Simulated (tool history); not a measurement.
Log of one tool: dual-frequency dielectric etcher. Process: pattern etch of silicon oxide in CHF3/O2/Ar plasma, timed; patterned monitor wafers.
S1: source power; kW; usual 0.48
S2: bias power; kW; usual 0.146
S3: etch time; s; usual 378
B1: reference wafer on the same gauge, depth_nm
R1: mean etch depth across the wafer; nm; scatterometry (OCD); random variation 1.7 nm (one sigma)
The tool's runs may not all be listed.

{"run": 1, "hour": 0.0, "S1": 0.45, "S2": 0.146, "S3": 378, "B1": 594.4, "R1": 587.3}
{"run": 2, "hour": 86.9, "S1": 0.45, "S2": 0.146, "S3": 378, "B1": 594.2, "R1": 593.9}
{"run": 3, "hour": 183.6, "S1": 0.48, "S2": 0.146, "S3": 378, "B1": 595.3, "R1": 602.8}
{"hour": 242.1, "done": "wet clean of the chamber"}
{"run": 4, "hour": 257.5, "S1": 0.48, "S2": 0.146, "S3": 378, "B1": 596, "R1": 606.3}
{"run": 5, "hour": 349.4, "S1": 0.4, "S2": 0.146, "S3": 378, "B1": 597, "R1": 571.5}
{"run": 6, "hour": 415.5, "S1": 0.4, "S2": 0.146, "S3": 378, "B1": 598.1, "R1": 569.5}
{"run": 7, "hour": 491.9, "S1": 0.4, "S2": 0.146, "S3": 378, "B1": 599, "R1": 573.1}
{"hour": 540.6, "done": "upper electrode replaced"}
{"run": 8, "hour": 561.7, "S1": 0.48, "S2": 0.173, "S3": 335, "B1": 600.7, "R1": 566.2}
{"run": 9, "hour": 653.6, "S1": 0.48, "S2": 0.173, "S3": 335, "B1": 601.8, "R1": 570.9}
{"run": 10, "hour": 698.0, "S1": 0.48, "S2": 0.146, "S3": 378, "B1": 604.2, "R1": 613.3}
{"hour": 729.3, "done": "wet clean of the chamber"}
{"run": 11, "hour": 740.2, "S1": 0.43, "S2": 0.169, "S3": 459, "B1": 605.6, "R1": 749.7}
{"run": 12, "hour": 796.3, "S1": 0.39, "S2": 0.146, "S3": 283.5, "B1": 606.9, "R1": 431.6}
{"run": 13, "hour": 874.0, "S1": 0.57, "S2": 0.146, "S3": 277.5, "B1": 609, "R1": 478}
{"run": 14, "hour": 919.3, "S1": 0.54, "S2": 0.131, "S3": 378, "B1": 610.1, "R1": 623.2}
{"hour": 1016.6, "done": "gauge calibrated"}
{"run": 15, "hour": 1018.1, "S1": 0.48, "S2": 0.146, "S3": 378, "B1": 591.6, "R1": 599.7}
{"hour": 1054.5, "done": "bias power generator calibrated"}
{"hour": 1121.1, "done": "wet clean of the chamber"}
{"run": 16, "hour": 1125.0, "S1": 0.48, "S2": 0.146, "S3": 305, "B1": 592, "R1": 482.9}

Run 17 comes next. What will it give?
{"run": 17, "hour": 1219.8, "S1": 0.4, "S2": 0.161, "S3": 378, "B1": "?", "R1": "?"}

{"run 17": {"B1": 592.4, "R1": 583.1}}
Without the tool's hidden state the same run would have given R1 584.8 nm.
